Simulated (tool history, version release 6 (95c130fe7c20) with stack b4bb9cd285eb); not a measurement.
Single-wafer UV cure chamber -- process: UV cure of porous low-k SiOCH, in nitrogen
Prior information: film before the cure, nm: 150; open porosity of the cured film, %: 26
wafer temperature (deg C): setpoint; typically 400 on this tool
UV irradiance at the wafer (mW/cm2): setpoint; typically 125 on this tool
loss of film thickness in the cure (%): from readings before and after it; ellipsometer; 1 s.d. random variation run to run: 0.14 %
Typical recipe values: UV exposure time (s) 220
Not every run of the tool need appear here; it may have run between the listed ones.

| run | hour | wafer temperature (deg C) | UV exposure time (s) | UV irradiance at the wafer (mW/cm2) | wafers since the last listed run | hours since the UV bulbs were replaced | wafers since the quartz window was cleaned | loss of film thickness in the cure (%) |
|---|---|---|---|---|---|---|---|---|
| 1 | 0.0 | 400 | 220 | 125 | 0 | 1869.8 | 647 | 11.250 |
| 2 | 20.3 | 400 | 220 | 125 | 243 | 1890.1 | 890 | 11.301 |
| 3 | 33.8 | 400 | 220 | 125 | 161 | 1903.6 | 1052 | 11.063 |
|  | 62.9 | quartz window cleaned |
| 4 | 63.4 | 400 | 220 | 125 | 258 | 1933.2 | 6 | 11.443 |
| 5 | 92.5 | 400 | 220 | 147 | 348 | 1962.3 | 354 | 12.191 |
| 6 | 167.3 | 400 | 220 | 147 | 895 | 2037.1 | 1250 | 11.933 |
| 7 | 188.0 | 400 | 220 | 147 | 247 | 2057.8 | 1497 | 11.825 |
|  | 204.8 | quartz window cleaned |
| 8 | 220.4 | 400 | 220 | 125 | 292 | 2090.2 | 186 | 11.531 |
| 9 | 236.9 | 400 | 220 | 125 | 197 | 2106.7 | 384 | 11.542 |
| 10 | 255.9 | 400 | 220 | 125 | 227 | 2125.7 | 611 | 11.333 |
| 11 | 291.3 | 400 | 220 | 125 | 423 | 2161.1 | 1035 | 11.230 |
|  | 315.8 | quartz window cleaned |
| 12 | 324.2 | 400 | 220 | 125 | 298 | 2194.0 | 100 | 11.494 |
| 13 | 349.1 | 400 | 220 | 125 | 298 | 2218.9 | 399 | 11.405 |
| 14 | 381.0 | 400 | 255 | 125 | 381 | 2250.8 | 780 | 11.727 |
| 15 | 404.2 | 414 | 140 | 156 | 277 | 2274.0 | 1058 | 10.311 |
| 16 | 430.7 | 389 | 170 | 98 | 317 | 2300.5 | 1376 | 8.577 |
|  | 450.6 | UV bulbs replaced |
| 17 | 451.1 | 400 | 220 | 150 | 148 | 0.5 | 1524 | 13.643 |
|  | 460.7 | quartz window cleaned |
| 18 | 469.4 | 400 | 300 | 125 | 123 | 18.8 | 104 | 15.023 |
| 19 | 491.9 | 388 | 220 | 125 | 269 | 41.3 | 373 | 13.307 |
| 20 | 515.7 | 400 | 220 | 163 | 284 | 65.1 | 658 | 14.620 |
| 21 | 544.5 | 400 | 130 | 88 | 344 | 93.9 | 1003 | 9.197 |
| 22 | 569.1 | 392 | 280 | 125 | 294 | 118.5 | 1298 | 13.999 |
|  | 579.9 | quartz window cleaned |
| 23 | 588.4 | 400 | 220 | 90 | 135 | 137.8 | 101 | 11.874 |
| 24 | 618.9 | 400 | 220 | 125 | 365 | 168.3 | 467 | 12.994 |
| 25 | 647.5 | 400 | 220 | 125 | 342 | 196.9 | 809 | 12.701 |

Here are 4 independent what-if runs from the current tool condition. What would each one return?
| A | 647.9 | 400 | 220 | 125 | 4 | 197.3 | 814 | ? |
| B | 647.9 | 389 | 315 | 125 | 4 | 197.3 | 814 | ? |
| C | 647.9 | 400 | 105 | 158 | 4 | 197.3 | 814 | ? |
| D | 647.9 | 393 | 220 | 125 | 4 | 197.3 | 814 | ? |

| run | loss of film thickness in the cure (%) |
|---|---|
| A | 12.910 |
| B | 14.396 |
| C | 10.623 |
| D | 12.784 |
Without the tool's unlogged condition, the same runs would have read:
| run | loss of film thickness in the cure (%) |
|---|---|
| A | 13.810 |
| B | 15.314 |
| C | 11.479 |
| D | 13.682 |
